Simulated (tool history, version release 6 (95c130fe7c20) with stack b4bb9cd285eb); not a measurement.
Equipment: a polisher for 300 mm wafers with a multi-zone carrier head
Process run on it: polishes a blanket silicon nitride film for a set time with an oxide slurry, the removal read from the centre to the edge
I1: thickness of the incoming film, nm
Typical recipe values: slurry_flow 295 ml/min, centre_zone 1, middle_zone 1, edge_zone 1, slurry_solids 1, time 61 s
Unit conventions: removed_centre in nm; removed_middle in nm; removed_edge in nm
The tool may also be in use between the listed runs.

Run 1, day 0: usual settings; I1 539.4. Result: removed_centre 25.1 nm, removed_middle 24.3 nm, removed_edge 25.2 nm.
At day 2.55: worn pad replaced by a new one.
Run 2, day 2.692: usual settings; I1 538.6. Result: removed_centre 25 nm, removed_middle 24.3 nm, removed_edge 25.2 nm.
Run 3, day 3.788: usual settings; I1 529.9. Result: removed_centre 25 nm, removed_middle 23.7 nm, removed_edge 25.4 nm.
Run 4, day 6.425: usual settings; I1 529.9. Result: removed_centre 24.8 nm, removed_middle 23.7 nm, removed_edge 24.9 nm.
Run 5, day 8.217: usual settings; I1 533.6. Result: removed_centre 24.7 nm, removed_middle 23.2 nm, removed_edge 24.5 nm.
Run 6, day 9.371: usual settings; I1 534.4. Result: removed_centre 24.1 nm, removed_middle 23.5 nm, removed_edge 24.8 nm.
Run 7, day 11.55: usual settings but middle_zone 1.07, edge_zone 0.94; I1 530.1. Result: removed_centre 24 nm, removed_middle 24.3 nm, removed_edge 23.4 nm.
At day 12.421: worn pad replaced by a new one.
Run 8, day 14.008: usual settings; I1 536.1. Result: removed_centre 24 nm, removed_middle 23.4 nm, removed_edge 24.5 nm.
Run 9, day 15.921: usual settings; I1 530.8. Result: removed_centre 23.3 nm, removed_middle 23.4 nm, removed_edge 24.5 nm.
Run 10, day 17.992: usual settings but slurry_flow 200 ml/min, middle_zone 1.05; I1 539. Result: removed_centre 21.9 nm, removed_middle 22.3 nm, removed_edge 23 nm.
At day 18.204: slurry nozzle cleaned.
At day 19.3: carrier head's membrane replaced by a new one.
Run 11, day 20.208: usual settings but slurry_flow 200 ml/min, slurry_solids 1.2; I1 523.9. Result: removed_centre 26.5 nm, removed_middle 25.6 nm, removed_edge 26.9 nm.
At day 22.196: worn pad replaced by a new one.
At day 22.258: edge zone pressure recalibrated.
Run 12, day 22.296: usual settings but middle_zone 0.91; I1 531.6. Result: removed_centre 25.1 nm, removed_middle 21.7 nm, removed_edge 25.2 nm.
Run 13, day 24.746: usual settings but centre_zone 0.95, edge_zone 1.04, time 53 s; I1 529.3. Result: removed_centre 20.4 nm, removed_middle 21.2 nm, removed_edge 21.4 nm.
At day 25.892: centre zone pressure recalibrated.
Run 14, day 27.079: usual settings; I1 521.7. Result: removed_centre 25 nm, removed_middle 24.5 nm, removed_edge 25 nm.
At day 31.504: worn pad replaced by a new one.
Run 15, day 32.379: usual settings but centre_zone 0.92, slurry_solids 0.8; I1 524.4. Result: removed_centre 20 nm, removed_middle 21 nm, removed_edge 22 nm.
Run 16, day 34.179: usual settings but slurry_flow 385 ml/min, centre_zone 1.11, middle_zone 1.07, edge_zone 0.93; I1 524.9. Result: removed_centre 28.3 nm, removed_middle 25.7 nm, removed_edge 25 nm.
Run 17, day 35.188: usual settings but slurry_flow 265 ml/min, edge_zone 0.93; I1 527.6. Result: removed_centre 23.3 nm, removed_middle 23.5 nm, removed_edge 24.4 nm.
Run 18, day 37.812: usual settings; I1 536.1. Result: removed_centre 24.3 nm, removed_middle 23.6 nm, removed_edge 25 nm.
At day 41.267: worn pad replaced by a new one.
Run 19, day 46.604: usual settings; I1 529.5. Result: removed_centre 23.6 nm, removed_middle 22.6 nm, removed_edge 24.5 nm.

Exercise: give the hidden state of the tool at every run:
removal rate lost through wear of the pad, %: 0 in every run
deviation of the centre zone's pressure from its setpoint, %: 0 in every run
deviation of the edge zone's pressure from its setpoint, %: 0 in every run
H1: slurry flow missing at the pad, %
run    H1
  1  16.5
  2  20.2
  3  21.8
  4  25.4
  5  27.9
  6  29.5
  7  32.6
  8    36
  9  38.7
 10  41.5
 11  6.77
 12  9.67
 13  13.1
 14  16.3
 15  23.7
 16  26.2
 17  27.6
 18  31.3
 19  43.5

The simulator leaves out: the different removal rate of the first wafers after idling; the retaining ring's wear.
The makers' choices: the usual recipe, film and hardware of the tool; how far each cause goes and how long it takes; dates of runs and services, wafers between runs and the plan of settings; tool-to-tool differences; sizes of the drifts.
